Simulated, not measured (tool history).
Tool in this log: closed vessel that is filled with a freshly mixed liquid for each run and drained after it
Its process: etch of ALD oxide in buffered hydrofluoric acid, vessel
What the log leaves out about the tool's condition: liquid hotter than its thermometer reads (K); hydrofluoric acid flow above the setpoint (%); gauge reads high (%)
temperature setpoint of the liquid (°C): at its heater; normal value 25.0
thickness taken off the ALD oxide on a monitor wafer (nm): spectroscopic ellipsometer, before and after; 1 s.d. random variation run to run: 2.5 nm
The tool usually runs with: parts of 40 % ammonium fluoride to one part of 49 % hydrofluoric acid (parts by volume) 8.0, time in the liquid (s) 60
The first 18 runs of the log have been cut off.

run	hour	temperature setpoint of the liquid (°C)	parts of 40 % ammonium fluoride to one part of 49 % hydrofluoric acid (parts by volume)	time in the liquid (s)	wafers since the last listed run	hours since the thermometer was replaced	hours since the hydrofluoric acid flow meter was replaced	hours since the gauge calibration	read-back film thickness of the ALD oxide reference wafer, read on the same gauge (nm)	thickness taken off the ALD oxide on a monitor wafer (nm)
19	532.0	21.5	6.0	80	1856	1700.0	199.7	99.2	80.03	527.33
20	558.7	25.0	8.0	60	2430	1726.7	226.4	125.9	79.98	367.40
21	585.3	29.5	8.0	60	2421	1753.3	253.0	152.5	79.98	463.73
22	619.9	25.0	8.0	60	3149	1787.9	287.6	187.1	80.01	370.88
23	644.1	20.5	7.0	50	2202	1812.1	311.8	211.3	79.98	279.47
24	661.4	25.0	8.0	60	1574	1829.4	329.1	228.6	80.00	374.93
25	681.9	25.0	8.0	60	1866	1849.9	349.6	249.1	80.01	376.36
# hour 702.6: thermometer replaced
26	722.7	23.5	8.0	60	3622	20.1	390.4	289.9	79.99	304.86
27	755.6	29.0	8.0	90	2994	53.0	423.3	322.8	79.99	624.93
28	787.8	27.0	9.5	45	2931	85.2	455.5	355.0	80.01	233.30
29	821.7	27.0	9.5	40	3085	119.1	489.4	388.9	79.99	208.78
30	851.3	25.0	8.0	60	2694	148.7	519.0	418.5	80.00	341.58
31	865.7	23.5	9.0	60	1310	163.1	533.4	432.9	80.01	276.05
32	887.4	25.0	8.0	60	1975	184.8	555.1	454.6	79.98	348.72
33	903.5	25.0	5.0	95	1465	200.9	571.2	470.7	80.00	840.10

Predict each of these 5 candidate next runs independently; none follows another, all start after run 33:
A	904.2	20.5	8.0	60	63	201.6	571.9	471.4	?	?
B	904.2	28.5	11.0	70	63	201.6	571.9	471.4	?	?
C	904.2	28.5	8.0	30	63	201.6	571.9	471.4	?	?
D	904.2	25.0	5.5	60	63	201.6	571.9	471.4	?	?
E	904.2	25.0	10.0	60	63	201.6	571.9	471.4	?	?

run	read-back film thickness of the ALD oxide reference wafer, read on the same gauge (nm)	thickness taken off the ALD oxide on a monitor wafer (nm)
A	79.98	273.04
B	79.98	366.09
C	79.98	210.25
D	79.98	489.16
E	79.98	280.02
With no hidden state in the tool, these same runs would have given:
run	thickness taken off the ALD oxide on a monitor wafer (nm)
A	244.14
B	330.25
C	188.49
D	444.23
E	257.48
